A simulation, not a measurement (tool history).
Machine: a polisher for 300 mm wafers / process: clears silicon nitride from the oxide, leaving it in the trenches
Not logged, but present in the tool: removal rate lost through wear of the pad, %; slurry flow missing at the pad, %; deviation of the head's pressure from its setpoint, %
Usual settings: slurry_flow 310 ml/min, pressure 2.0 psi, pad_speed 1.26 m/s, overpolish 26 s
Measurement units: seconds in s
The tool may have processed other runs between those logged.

run	hour	slurry_flow	pressure	pad_speed	overpolish	wafers since the last listed run	wafers polished on this pad	hours since the slurry nozzle was cleaned	hours since the head pressure was calibrated	incoming thickness of the incoming film, nm	seconds
1	0.0	310	2.0	1.54	26	0	3247	410.3	99.7	79.4	97.6
# hour 86.2: worn pad replaced by a new one
2	95.3	310	2.0	1.54	26	997	99	505.6	195.0	80.5	93.9
# hour 133.2: slurry nozzle cleaned
3	143.9	310	2.0	1.54	26	520	619	10.7	243.6	80.3	93.1
4	185.4	310	2.0	1.26	26	453	1073	52.2	285.1	79.0	105.3
5	303.8	310	2.0	1.26	26	1294	2367	170.6	403.5	81.2	110.3
6	365.5	310	2.0	1.26	26	674	3041	232.3	465.2	80.7	111.1
7	434.3	310	2.0	1.26	26	751	3793	301.1	534.0	79.7	114.8
# hour 491.5: worn pad replaced by a new one
8	528.4	310	2.0	1.26	26	984	403	395.2	628.1	78.7	118.1
# hour 599.8: head pressure recalibrated
9	634.0	310	2.0	1.26	26	1132	1535	500.8	34.2	79.4	122.1
10	701.6	255	2.2	1.26	26	738	2274	568.4	101.8	80.3	114.3
# hour 719.8: slurry nozzle cleaned
# hour 747.7: worn pad replaced by a new one, repeated, since the last time left the tool worse
11	807.5	310	2.0	1.26	26	1102	653	87.7	207.7	80.3	105.8
12	875.4	310	2.0	1.26	26	742	1395	155.6	275.6	80.3	104.6
13	920.5	310	2.0	1.26	26	492	1888	200.7	320.7	80.6	108.6
14	1027.0	310	2.0	1.26	26	1164	3052	307.2	427.2	79.2	109.7
15	1065.0	280	2.0	1.26	26	415	3468	345.2	465.2	80.1	113.3
# hour 1175.5: worn pad replaced by a new one
16	1176.0	215	2.0	1.10	26	1169	5	456.2	576.2	80.8	123.2
# hour 1243.6: head pressure recalibrated
17	1278.0	310	2.0	1.26	26	1093	1098	558.2	34.4	80.5	110.4
# hour 1291.7: slurry nozzle cleaned
18	1342.0	310	2.0	1.26	26	688	1787	50.3	98.4	78.8	106.8
19	1427.1	310	1.7	1.12	26	930	2717	135.4	183.5	80.0	138.0
20	1520.9	400	2.6	1.00	31	1025	3742	229.2	277.3	80.9	99.8
# hour 1590.1: worn pad replaced by a new one
21	1590.6	310	2.0	1.26	16	718	5	298.9	347.0	80.6	107.0
22	1688.3	310	2.0	1.26	26	1067	1073	396.6	444.7	79.4	105.7
23	1788.9	275	2.0	0.86	26	1099	2173	497.2	545.3	80.6	139.7
24	1868.8	265	2.5	1.26	26	873	3046	577.1	625.2	79.6	88.9

Consider 3 possible next runs. They are alternatives, not a sequence: every one starts from the tool as it was left by run 24. What does each give?
A	1869.3	310	2.0	1.26	26	5	3051	577.6	625.7	80.4	?
B	1869.3	310	1.8	1.26	26	5	3051	577.6	625.7	80.4	?
C	1869.3	265	2.6	1.26	31	5	3051	577.6	625.7	80.4	?

run	seconds
A	109.7
B	121.8
C	85.8
Had the tool no hidden state, the same runs would have come out as:
run	seconds
A	105.0
B	116.6
C	82.1
